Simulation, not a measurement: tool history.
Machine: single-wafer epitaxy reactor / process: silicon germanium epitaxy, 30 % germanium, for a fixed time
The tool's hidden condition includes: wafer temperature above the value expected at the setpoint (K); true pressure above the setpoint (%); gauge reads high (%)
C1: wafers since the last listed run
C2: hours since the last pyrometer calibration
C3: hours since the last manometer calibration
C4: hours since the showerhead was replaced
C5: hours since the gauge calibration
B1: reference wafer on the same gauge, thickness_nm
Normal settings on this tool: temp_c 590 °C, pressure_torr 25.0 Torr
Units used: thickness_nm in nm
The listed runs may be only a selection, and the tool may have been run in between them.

{"run": 1, "hour": 0.0, "temp_c": 590, "pressure_torr": 28.6, "C1": 0, "C2": 995.0, "C3": 1705.0, "C4": 2531.6, "C5": 316.4, "B1": 50.505, "thickness_nm": 52.685}
{"run": 2, "hour": 50.4, "temp_c": 599, "pressure_torr": 27.5, "C1": 1215, "C2": 1045.4, "C3": 1755.4, "C4": 2582.0, "C5": 366.8, "B1": 50.518, "thickness_nm": 63.184}
{"run": 3, "hour": 153.5, "temp_c": 599, "pressure_torr": 27.5, "C1": 2485, "C2": 1148.5, "C3": 1858.5, "C4": 2685.1, "C5": 469.9, "B1": 50.482, "thickness_nm": 63.057}
{"run": 4, "hour": 256.3, "temp_c": 590, "pressure_torr": 25.0, "C1": 2478, "C2": 1251.3, "C3": 1961.3, "C4": 2787.9, "C5": 572.7, "B1": 50.416, "thickness_nm": 49.926}
{"run": 5, "hour": 319.4, "temp_c": 590, "pressure_torr": 25.0, "C1": 1521, "C2": 1314.4, "C3": 2024.4, "C4": 2851.0, "C5": 635.8, "B1": 50.336, "thickness_nm": 50.119}
{"run": 6, "hour": 424.8, "temp_c": 590, "pressure_torr": 25.0, "C1": 2541, "C2": 1419.8, "C3": 2129.8, "C4": 2956.4, "C5": 741.2, "B1": 50.234, "thickness_nm": 49.555}
{"run": 7, "hour": 462.2, "temp_c": 590, "pressure_torr": 22.9, "C1": 901, "C2": 1457.2, "C3": 2167.2, "C4": 2993.8, "C5": 778.6, "B1": 50.27, "thickness_nm": 48.341}
{"run": 8, "hour": 514.8, "temp_c": 590, "pressure_torr": 22.9, "C1": 1268, "C2": 1509.8, "C3": 2219.8, "C4": 3046.4, "C5": 831.2, "B1": 50.127, "thickness_nm": 48.571}
{"run": 9, "hour": 584.4, "temp_c": 590, "pressure_torr": 22.9, "C1": 1677, "C2": 1579.4, "C3": 2289.4, "C4": 3116.0, "C5": 900.8, "B1": 50.067, "thickness_nm": 48.418}
{"run": 10, "hour": 647.9, "temp_c": 601, "pressure_torr": 28.0, "C1": 1530, "C2": 1642.9, "C3": 2352.9, "C4": 3179.5, "C5": 964.3, "B1": 49.997, "thickness_nm": 65.452}
{"run": 11, "hour": 748.7, "temp_c": 601, "pressure_torr": 28.0, "C1": 2430, "C2": 1743.7, "C3": 2453.7, "C4": 3280.3, "C5": 1065.1, "B1": 49.833, "thickness_nm": 64.959}
{"run": 12, "hour": 800.0, "temp_c": 601, "pressure_torr": 28.0, "C1": 1236, "C2": 1795.0, "C3": 2505.0, "C4": 3331.6, "C5": 1116.4, "B1": 49.756, "thickness_nm": 64.945}
{"hour": 881.3, "done": "capacitance manometer re-zeroed and calibrated"}
{"run": 13, "hour": 899.0, "temp_c": 590, "pressure_torr": 29.9, "C1": 2193, "C2": 1894.0, "C3": 17.7, "C4": 3430.6, "C5": 1215.4, "B1": 49.661, "thickness_nm": 52.527}
{"hour": 1019.4, "done": "gauge calibrated"}
{"run": 14, "hour": 1130.8, "temp_c": 590, "pressure_torr": 29.9, "C1": 5588, "C2": 2125.8, "C3": 249.5, "C4": 3662.4, "C5": 111.4, "B1": 50.588, "thickness_nm": 53.456}
{"run": 15, "hour": 1238.1, "temp_c": 590, "pressure_torr": 25.0, "C1": 2586, "C2": 2233.1, "C3": 356.8, "C4": 3769.7, "C5": 218.7, "B1": 50.602, "thickness_nm": 50.331}
{"run": 16, "hour": 1278.3, "temp_c": 584, "pressure_torr": 18.9, "C1": 969, "C2": 2273.3, "C3": 397.0, "C4": 3809.9, "C5": 258.9, "B1": 50.599, "thickness_nm": 40.311}
{"run": 17, "hour": 1374.5, "temp_c": 590, "pressure_torr": 25.0, "C1": 2319, "C2": 2369.5, "C3": 493.2, "C4": 3906.1, "C5": 355.1, "B1": 50.526, "thickness_nm": 49.964}
{"hour": 1405.9, "done": "pyrometer calibrated"}
{"run": 18, "hour": 1415.6, "temp_c": 590, "pressure_torr": 25.0, "C1": 798, "C2": 9.7, "C3": 534.3, "C4": 3947.2, "C5": 396.2, "B1": 50.539, "thickness_nm": 50.358}
{"hour": 1508.7, "done": "showerhead replaced"}
{"run": 19, "hour": 1509.2, "temp_c": 590, "pressure_torr": 22.9, "C1": 2063, "C2": 103.3, "C3": 627.9, "C4": 0.5, "C5": 489.8, "B1": 50.482, "thickness_nm": 48.726}
{"run": 20, "hour": 1564.4, "temp_c": 583, "pressure_torr": 26.7, "C1": 1330, "C2": 158.5, "C3": 683.1, "C4": 55.7, "C5": 545.0, "B1": 50.398, "thickness_nm": 43.989}
{"run": 21, "hour": 1667.4, "temp_c": 590, "pressure_torr": 25.0, "C1": 2483, "C2": 261.5, "C3": 786.1, "C4": 158.7, "C5": 648.0, "B1": 50.348, "thickness_nm": 50.043}
{"run": 22, "hour": 1725.4, "temp_c": 590, "pressure_torr": 29.1, "C1": 1398, "C2": 319.5, "C3": 844.1, "C4": 216.7, "C5": 706.0, "B1": 50.313, "thickness_nm": 52.752}
{"run": 23, "hour": 1791.8, "temp_c": 577, "pressure_torr": 25.0, "C1": 1600, "C2": 385.9, "C3": 910.5, "C4": 283.1, "C5": 772.4, "B1": 50.237, "thickness_nm": 37.635}
{"run": 24, "hour": 1868.4, "temp_c": 576, "pressure_torr": 23.4, "C1": 1846, "C2": 462.5, "C3": 987.1, "C4": 359.7, "C5": 849.0, "B1": 50.133, "thickness_nm": 35.942}
{"run": 25, "hour": 1909.0, "temp_c": 597, "pressure_torr": 21.6, "C1": 978, "C2": 503.1, "C3": 1027.7, "C4": 400.3, "C5": 889.6, "B1": 50.07, "thickness_nm": 54.999}
{"run": 26, "hour": 1996.2, "temp_c": 581, "pressure_torr": 25.0, "C1": 2102, "C2": 590.3, "C3": 1114.9, "C4": 487.5, "C5": 976.8, "B1": 49.919, "thickness_nm": 40.996}
{"run": 27, "hour": 2058.1, "temp_c": 590, "pressure_torr": 25.0, "C1": 1492, "C2": 652.2, "C3": 1176.8, "C4": 549.4, "C5": 1038.7, "B1": 49.803, "thickness_nm": 49.711}
{"hour": 2104.2, "done": "gauge calibrated"}
{"run": 28, "hour": 2111.2, "temp_c": 576, "pressure_torr": 29.5, "C1": 1280, "C2": 705.3, "C3": 1229.9, "C4": 602.5, "C5": 7.0, "B1": 50.723, "thickness_nm": 39.533}
{"run": 29, "hour": 2173.8, "temp_c": 597, "pressure_torr": 22.0, "C1": 1509, "C2": 767.9, "C3": 1292.5, "C4": 665.1, "C5": 69.6, "B1": 50.782, "thickness_nm": 56.047}
{"run": 30, "hour": 2261.7, "temp_c": 580, "pressure_torr": 29.1, "C1": 2119, "C2": 855.8, "C3": 1380.4, "C4": 753.0, "C5": 157.5, "B1": 50.786, "thickness_nm": 43.177}
{"run": 31, "hour": 2307.2, "temp_c": 577, "pressure_torr": 27.2, "C1": 1096, "C2": 901.3, "C3": 1425.9, "C4": 798.5, "C5": 203.0, "B1": 50.692, "thickness_nm": 39.443}

What if the next run were any one of these 3? Each begins from the tool's condition after run 31:
{"run": "A", "hour": 2307.6, "temp_c": 590, "pressure_torr": 25.0, "C1": 9, "C2": 901.7, "C3": 1426.3, "C4": 798.9, "C5": 203.4, "B1": "?", "thickness_nm": "?"}
{"run": "B", "hour": 2307.6, "temp_c": 597, "pressure_torr": 18.9, "C1": 9, "C2": 901.7, "C3": 1426.3, "C4": 798.9, "C5": 203.4, "B1": "?", "thickness_nm": "?"}
{"run": "C", "hour": 2307.6, "temp_c": 603, "pressure_torr": 25.0, "C1": 9, "C2": 901.7, "C3": 1426.3, "C4": 798.9, "C5": 203.4, "B1": "?", "thickness_nm": "?"}

run=A B1=50.773 thickness_nm=50.597
run=B B1=50.773 thickness_nm=53.288
run=C B1=50.773 thickness_nm=66.435
Stripped of hidden state, with their random variation kept, the same runs would have yielded:
run=A thickness_nm=50.530
run=B thickness_nm=53.217
run=C thickness_nm=66.347

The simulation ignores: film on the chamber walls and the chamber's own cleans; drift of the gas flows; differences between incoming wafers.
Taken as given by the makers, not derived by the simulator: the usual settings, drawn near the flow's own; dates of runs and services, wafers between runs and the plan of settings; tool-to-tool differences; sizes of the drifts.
